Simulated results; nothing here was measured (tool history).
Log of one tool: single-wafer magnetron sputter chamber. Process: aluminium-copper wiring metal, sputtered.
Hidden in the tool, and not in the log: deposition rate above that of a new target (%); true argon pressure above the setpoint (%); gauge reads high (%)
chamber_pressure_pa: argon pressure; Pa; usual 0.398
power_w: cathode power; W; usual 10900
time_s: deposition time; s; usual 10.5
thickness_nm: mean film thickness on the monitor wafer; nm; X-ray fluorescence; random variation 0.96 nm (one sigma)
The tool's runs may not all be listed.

run,day,chamber_pressure_pa,power_w,time_s,wafers since the last listed run,wafers on the sputter target,hours since the last manometer calibration,hours since the magnet pack was replaced,hours since the gauge calibration,"read-back reference wafer on the same gauge, thickness_nm",thickness_nm
1,0,0.398,10900,10.5,0,6887,1003.6,7344.5,134.2,191.097,181.912
2,0.796,0.398,12000,10.5,749,7636,1022.7,7363.6,153.3,190.823,195.789
# day 1.233: sputter target and shields replaced
3,1.55,0.398,12000,10.5,396,296,1040.8,7381.7,171.4,190.683,207.581
4,2.217,0.398,12000,10.5,627,924,1056.8,7397.7,187.4,191.092,206.979
5,3.512,0.398,10900,10.5,1219,2144,1087.9,7428.8,218.5,191.245,186.93
6,4.029,0.398,10900,10.5,486,2630,1100.3,7441.2,230.9,190.819,188.198
7,5.146,0.398,10900,10.5,1051,3682,1127.1,7468,257.7,191.49,187.56
# day 6.204: magnet pack replaced
# day 7.596: gauge calibrated
8,8.375,0.244,10000,10.5,2726,6408,1204.6,52.1,18.7,191.204,183.085
# day 10: sputter target and shields replaced
9,10.021,0.398,8850,12.4,1235,18,1244.1,91.6,58.2,191.04,165.337
10,10.442,0.54,13050,11.8,396,414,1254.2,101.7,68.3,191.292,209.869
11,11.117,0.451,12950,12.2,635,1050,1270.4,117.9,84.5,191.074,226.485
12,12.546,0.398,10900,10.5,1345,2395,1304.7,152.2,118.8,191.067,169.499
13,13.617,0.527,10900,10.5,1008,3403,1330.4,177.9,144.5,190.977,154.338
# day 14.183: sputter target and shields replaced, repeated, since the last time left the tool worse
# day 14.267: capacitance manometer re-zeroed and calibrated
14,17.154,0.398,10900,10.5,2940,2719,69.3,262.8,229.4,191.357,189.43
15,18.092,0.504,12100,9.8,882,3602,91.8,285.3,251.9,190.674,182.029

Measured less the same run without the tool's hidden state. The same run-to-run variation is in both; the gauge's scatter may not be:
run,thickness_nm
1,-8.548
2,-11.108
3,-2.343
4,-2.469
5,-2.811
6,-3.196
7,-4.233
8,-9.166
9,-20.506
10,-26.066
11,-28.345
12,-22.023
13,-20.991
14,-2.576
15,-3.344
